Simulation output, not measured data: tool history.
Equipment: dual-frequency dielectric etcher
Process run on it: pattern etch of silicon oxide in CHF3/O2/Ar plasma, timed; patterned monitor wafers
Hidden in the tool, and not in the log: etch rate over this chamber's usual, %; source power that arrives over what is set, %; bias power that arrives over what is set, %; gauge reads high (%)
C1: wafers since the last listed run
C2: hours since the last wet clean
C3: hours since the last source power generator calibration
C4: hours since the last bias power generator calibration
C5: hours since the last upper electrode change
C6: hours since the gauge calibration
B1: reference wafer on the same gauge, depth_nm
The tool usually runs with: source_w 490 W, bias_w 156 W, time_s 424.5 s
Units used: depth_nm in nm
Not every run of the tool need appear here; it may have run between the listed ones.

run 1 hour=0.0 | source_w=580 bias_w=156 time_s=424.5 | C1=0 C2=476.4 C3=1078.3 C4=3860.2 C5=4380.5 C6=78.1 | B1=826.8 | depth_nm=817.9
run 2 hour=32.1 | source_w=580 bias_w=156 time_s=424.5 | C1=137 C2=508.5 C3=1110.4 C4=3892.3 C5=4412.6 C6=110.2 | B1=826.6 | depth_nm=815.3
run 3 hour=69.0 | source_w=580 bias_w=156 time_s=424.5 | C1=157 C2=545.4 C3=1147.3 C4=3929.2 C5=4449.5 C6=147.1 | B1=827.2 | depth_nm=816.7
run 4 hour=98.0 | source_w=490 bias_w=156 time_s=424.5 | C1=124 C2=574.4 C3=1176.3 C4=3958.2 C5=4478.5 C6=176.1 | B1=826.9 | depth_nm=762.3
-- hour=133.4 wet clean of the chamber
run 5 hour=133.9 | source_w=490 bias_w=156 time_s=424.5 | C1=50 C2=0.5 C3=1212.2 C4=3994.1 C5=4514.4 C6=212.0 | B1=827.3 | depth_nm=802.5
run 6 hour=180.2 | source_w=490 bias_w=156 time_s=424.5 | C1=198 C2=46.8 C3=1258.5 C4=4040.4 C5=4560.7 C6=258.3 | B1=826.9 | depth_nm=791.5
run 7 hour=247.8 | source_w=490 bias_w=156 time_s=424.5 | C1=289 C2=114.4 C3=1326.1 C4=4108.0 C5=4628.3 C6=325.9 | B1=827.0 | depth_nm=794.7
run 8 hour=312.9 | source_w=490 bias_w=156 time_s=424.5 | C1=278 C2=179.5 C3=1391.2 C4=4173.1 C5=4693.4 C6=391.0 | B1=827.0 | depth_nm=792.2
run 9 hour=360.1 | source_w=490 bias_w=156 time_s=424.5 | C1=201 C2=226.7 C3=1438.4 C4=4220.3 C5=4740.6 C6=438.2 | B1=826.3 | depth_nm=790.0
run 10 hour=423.7 | source_w=490 bias_w=156 time_s=424.5 | C1=272 C2=290.3 C3=1502.0 C4=4283.9 C5=4804.2 C6=501.8 | B1=826.9 | depth_nm=781.5
run 11 hour=487.8 | source_w=490 bias_w=156 time_s=424.5 | C1=274 C2=354.4 C3=1566.1 C4=4348.0 C5=4868.3 C6=565.9 | B1=827.3 | depth_nm=786.4
run 12 hour=524.6 | source_w=490 bias_w=156 time_s=424.5 | C1=157 C2=391.2 C3=1602.9 C4=4384.8 C5=4905.1 C6=602.7 | B1=826.4 | depth_nm=782.4
run 13 hour=559.6 | source_w=490 bias_w=156 time_s=424.5 | C1=149 C2=426.2 C3=1637.9 C4=4419.8 C5=4940.1 C6=637.7 | B1=827.0 | depth_nm=780.0
-- hour=602.8 bias power generator calibrated
run 14 hour=619.5 | source_w=490 bias_w=156 time_s=424.5 | C1=239 C2=486.1 C3=1697.8 C4=16.7 C5=5000.0 C6=697.6 | B1=826.7 | depth_nm=777.4
-- hour=696.0 source power generator calibrated
-- hour=698.1 wet clean of the chamber
run 15 hour=698.6 | source_w=490 bias_w=171 time_s=424.5 | C1=312 C2=0.5 C3=2.6 C4=95.8 C5=5079.1 C6=776.7 | B1=827.0 | depth_nm=805.7
run 16 hour=715.1 | source_w=490 bias_w=156 time_s=424.5 | C1=70 C2=17.0 C3=19.1 C4=112.3 C5=5095.6 C6=793.2 | B1=826.8 | depth_nm=787.4
run 17 hour=748.2 | source_w=420 bias_w=185 time_s=359.5 | C1=141 C2=50.1 C3=52.2 C4=145.4 C5=5128.7 C6=826.3 | B1=827.1 | depth_nm=660.2
-- hour=788.0 upper electrode replaced
run 18 hour=788.5 | source_w=490 bias_w=171 time_s=424.5 | C1=69 C2=90.4 C3=92.5 C4=185.7 C5=0.5 C6=866.6 | B1=826.5 | depth_nm=806.7
run 19 hour=825.5 | source_w=490 bias_w=156 time_s=424.5 | C1=158 C2=127.4 C3=129.5 C4=222.7 C5=37.5 C6=903.6 | B1=826.6 | depth_nm=783.0
run 20 hour=855.2 | source_w=560 bias_w=145 time_s=497.0 | C1=127 C2=157.1 C3=159.2 C4=252.4 C5=67.2 C6=933.3 | B1=827.1 | depth_nm=940.3
run 21 hour=889.6 | source_w=490 bias_w=156 time_s=299.0 | C1=147 C2=191.5 C3=193.6 C4=286.8 C5=101.6 C6=967.7 | B1=826.9 | depth_nm=547.5
-- hour=898.2 gauge calibrated
run 22 hour=949.6 | source_w=490 bias_w=156 time_s=424.5 | C1=256 C2=251.5 C3=253.6 C4=346.8 C5=161.6 C6=51.4 | B1=827.3 | depth_nm=774.9
run 23 hour=992.3 | source_w=490 bias_w=178 time_s=311.0 | C1=182 C2=294.2 C3=296.3 C4=389.5 C5=204.3 C6=94.1 | B1=827.0 | depth_nm=587.5
run 24 hour=1039.0 | source_w=580 bias_w=131 time_s=509.5 | C1=199 C2=340.9 C3=343.0 C4=436.2 C5=251.0 C6=140.8 | B1=826.8 | depth_nm=938.6
run 25 hour=1084.2 | source_w=440 bias_w=124 time_s=461.0 | C1=193 C2=386.1 C3=388.2 C4=481.4 C5=296.2 C6=186.0 | B1=826.5 | depth_nm=752.0
run 26 hour=1132.0 | source_w=410 bias_w=156 time_s=342.5 | C1=204 C2=433.9 C3=436.0 C4=529.2 C5=344.0 C6=233.8 | B1=827.1 | depth_nm=577.9
run 27 hour=1156.9 | source_w=450 bias_w=131 time_s=390.5 | C1=106 C2=458.8 C3=460.9 C4=554.1 C5=368.9 C6=258.7 | B1=826.9 | depth_nm=652.9
-- hour=1198.4 wet clean of the chamber
run 28 hour=1207.5 | source_w=490 bias_w=156 time_s=424.5 | C1=113 C2=9.1 C3=511.5 C4=604.7 C5=419.5 C6=309.3 | B1=826.8 | depth_nm=789.0
run 29 hour=1240.1 | source_w=400 bias_w=125 time_s=480.0 | C1=139 C2=41.7 C3=544.1 C4=637.3 C5=452.1 C6=341.9 | B1=826.6 | depth_nm=773.7
run 30 hour=1284.8 | source_w=550 bias_w=156 time_s=516.5 | C1=191 C2=86.4 C3=588.8 C4=682.0 C5=496.8 C6=386.6 | B1=826.8 | depth_nm=999.1

Alternative continuations, all from the tool just after run 30; predict every row:
run A hour=1285.3 | source_w=490 bias_w=156 time_s=424.5 | C1=2 C2=86.9 C3=589.3 C4=682.5 C5=497.3 C6=387.1 | B1=? | depth_nm=?
run B hour=1285.3 | source_w=490 bias_w=156 time_s=518.5 | C1=2 C2=86.9 C3=589.3 C4=682.5 C5=497.3 C6=387.1 | B1=? | depth_nm=?
run C hour=1285.3 | source_w=540 bias_w=156 time_s=328.5 | C1=2 C2=86.9 C3=589.3 C4=682.5 C5=497.3 C6=387.1 | B1=? | depth_nm=?

run=A B1=826.9 depth_nm=784.2
run=B B1=826.9 depth_nm=957.9
run=C B1=826.9 depth_nm=629.0
What these runs would have given with no unlogged condition in the tool:
run=A depth_nm=788.0
run=B depth_nm=962.5
run=C depth_nm=632.0

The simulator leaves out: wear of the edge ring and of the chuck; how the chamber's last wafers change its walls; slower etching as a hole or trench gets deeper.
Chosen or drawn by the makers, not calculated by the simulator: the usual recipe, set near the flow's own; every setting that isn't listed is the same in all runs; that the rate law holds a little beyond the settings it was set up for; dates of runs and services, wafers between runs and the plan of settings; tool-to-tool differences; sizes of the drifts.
